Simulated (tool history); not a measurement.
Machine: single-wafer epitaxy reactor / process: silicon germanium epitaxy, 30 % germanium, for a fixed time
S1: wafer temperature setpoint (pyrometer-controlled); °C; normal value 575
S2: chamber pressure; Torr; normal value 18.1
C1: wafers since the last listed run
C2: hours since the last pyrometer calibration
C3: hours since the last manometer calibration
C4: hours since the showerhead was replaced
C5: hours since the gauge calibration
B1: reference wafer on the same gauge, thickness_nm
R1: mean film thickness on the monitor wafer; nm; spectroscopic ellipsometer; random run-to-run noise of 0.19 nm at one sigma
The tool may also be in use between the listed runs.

run 1 day=0.000 | S1=575 S2=18.1 | C1=0 C2=1624.3 C3=1060.6 C4=3251.6 C5=724.6 | B1=36.831 | R1=35.984
run 2 day=2.558 | S1=575 S2=18.1 | C1=737 C2=1685.7 C3=1122.0 C4=3313.0 C5=786.0 | B1=36.849 | R1=35.799
-- day=4.504 gauge calibrated
run 3 day=5.150 | S1=582 S2=18.1 | C1=747 C2=1747.9 C3=1184.2 C4=3375.2 C5=15.5 | B1=36.763 | R1=40.576
run 4 day=7.671 | S1=575 S2=16.8 | C1=726 C2=1808.4 C3=1244.7 C4=3435.7 C5=76.0 | B1=36.831 | R1=34.281
run 5 day=9.000 | S1=575 S2=16.8 | C1=383 C2=1840.3 C3=1276.6 C4=3467.6 C5=107.9 | B1=36.777 | R1=34.446
run 6 day=15.071 | S1=575 S2=16.8 | C1=1749 C2=1986.0 C3=1422.3 C4=3613.3 C5=253.6 | B1=36.796 | R1=33.803
run 7 day=22.388 | S1=575 S2=14.6 | C1=2108 C2=2161.6 C3=1597.9 C4=3788.9 C5=429.2 | B1=36.816 | R1=31.352
run 8 day=23.750 | S1=575 S2=14.6 | C1=392 C2=2194.3 C3=1630.6 C4=3821.6 C5=461.9 | B1=36.762 | R1=31.688
run 9 day=26.571 | S1=575 S2=14.6 | C1=813 C2=2262.0 C3=1698.3 C4=3889.3 C5=529.6 | B1=36.776 | R1=31.427
run 10 day=27.783 | S1=575 S2=18.1 | C1=349 C2=2291.1 C3=1727.4 C4=3918.4 C5=558.7 | B1=36.773 | R1=34.647
-- day=30.271 showerhead replaced
run 11 day=30.350 | S1=575 S2=18.1 | C1=643 C2=2352.7 C3=1789.0 C4=1.9 C5=620.3 | B1=36.768 | R1=34.404
run 12 day=33.038 | S1=575 S2=18.1 | C1=774 C2=2417.2 C3=1853.5 C4=66.4 C5=684.8 | B1=36.757 | R1=34.781
run 13 day=34.825 | S1=575 S2=18.1 | C1=515 C2=2460.1 C3=1896.4 C4=109.3 C5=727.7 | B1=36.822 | R1=34.272
-- day=35.471 capacitance manometer re-zeroed and calibrated
run 14 day=36.658 | S1=575 S2=18.1 | C1=432 C2=2504.1 C3=28.5 C4=153.3 C5=771.7 | B1=36.811 | R1=34.400
run 15 day=39.154 | S1=575 S2=18.1 | C1=719 C2=2564.0 C3=88.4 C4=213.2 C5=831.6 | B1=36.840 | R1=34.070
-- day=40.212 pyrometer calibrated
run 16 day=40.975 | S1=575 S2=13.9 | C1=428 C2=18.3 C3=132.1 C4=256.9 C5=875.3 | B1=36.775 | R1=31.624
run 17 day=43.883 | S1=560 S2=18.1 | C1=838 C2=88.1 C3=201.9 C4=326.7 C5=945.1 | B1=36.805 | R1=27.103
run 18 day=45.871 | S1=575 S2=18.1 | C1=572 C2=135.8 C3=249.6 C4=374.4 C5=992.8 | B1=36.759 | R1=35.972
-- day=46.108 gauge calibrated
run 19 day=50.033 | S1=575 S2=15.7 | C1=1199 C2=235.7 C3=349.5 C4=474.3 C5=94.2 | B1=36.776 | R1=34.349
run 20 day=51.483 | S1=575 S2=18.1 | C1=417 C2=270.5 C3=384.3 C4=509.1 C5=129.0 | B1=36.756 | R1=36.328
run 21 day=53.133 | S1=575 S2=18.1 | C1=475 C2=310.1 C3=423.9 C4=548.7 C5=168.6 | B1=36.777 | R1=36.349
run 22 day=54.425 | S1=566 S2=16.3 | C1=372 C2=341.1 C3=454.9 C4=579.7 C5=199.6 | B1=36.737 | R1=29.155
run 23 day=55.446 | S1=582 S2=15.6 | C1=294 C2=365.6 C3=479.4 C4=604.2 C5=224.1 | B1=36.812 | R1=38.713
run 24 day=58.029 | S1=587 S2=15.2 | C1=744 C2=427.6 C3=541.4 C4=666.2 C5=286.1 | B1=36.794 | R1=41.693
run 25 day=59.762 | S1=580 S2=15.9 | C1=499 C2=469.2 C3=583.0 C4=707.8 C5=327.7 | B1=36.819 | R1=37.498
run 26 day=61.258 | S1=568 S2=19.6 | C1=431 C2=505.1 C3=618.9 C4=743.7 C5=363.6 | B1=36.848 | R1=32.997
run 27 day=63.767 | S1=575 S2=18.1 | C1=723 C2=565.3 C3=679.1 C4=803.9 C5=423.8 | B1=36.773 | R1=36.286
run 28 day=64.954 | S1=561 S2=20.0 | C1=342 C2=593.8 C3=707.6 C4=832.4 C5=452.3 | B1=36.792 | R1=29.335

Alternative continuations, all from the tool just after run 28; predict every row:
run A day=64.971 | S1=575 S2=18.1 | C1=4 C2=594.2 C3=708.0 C4=832.8 C5=452.7 | B1=? | R1=?
run B day=64.971 | S1=566 S2=15.8 | C1=4 C2=594.2 C3=708.0 C4=832.8 C5=452.7 | B1=? | R1=?
run C day=64.971 | S1=584 S2=22.4 | C1=4 C2=594.2 C3=708.0 C4=832.8 C5=452.7 | B1=? | R1=?

run=A B1=36.799 R1=36.292
run=B B1=36.799 R1=28.596
run=C B1=36.799 R1=47.486
Without the tool's hidden state the same runs would have given:
run=A R1=36.816
run=B R1=29.018
run=C R1=48.157

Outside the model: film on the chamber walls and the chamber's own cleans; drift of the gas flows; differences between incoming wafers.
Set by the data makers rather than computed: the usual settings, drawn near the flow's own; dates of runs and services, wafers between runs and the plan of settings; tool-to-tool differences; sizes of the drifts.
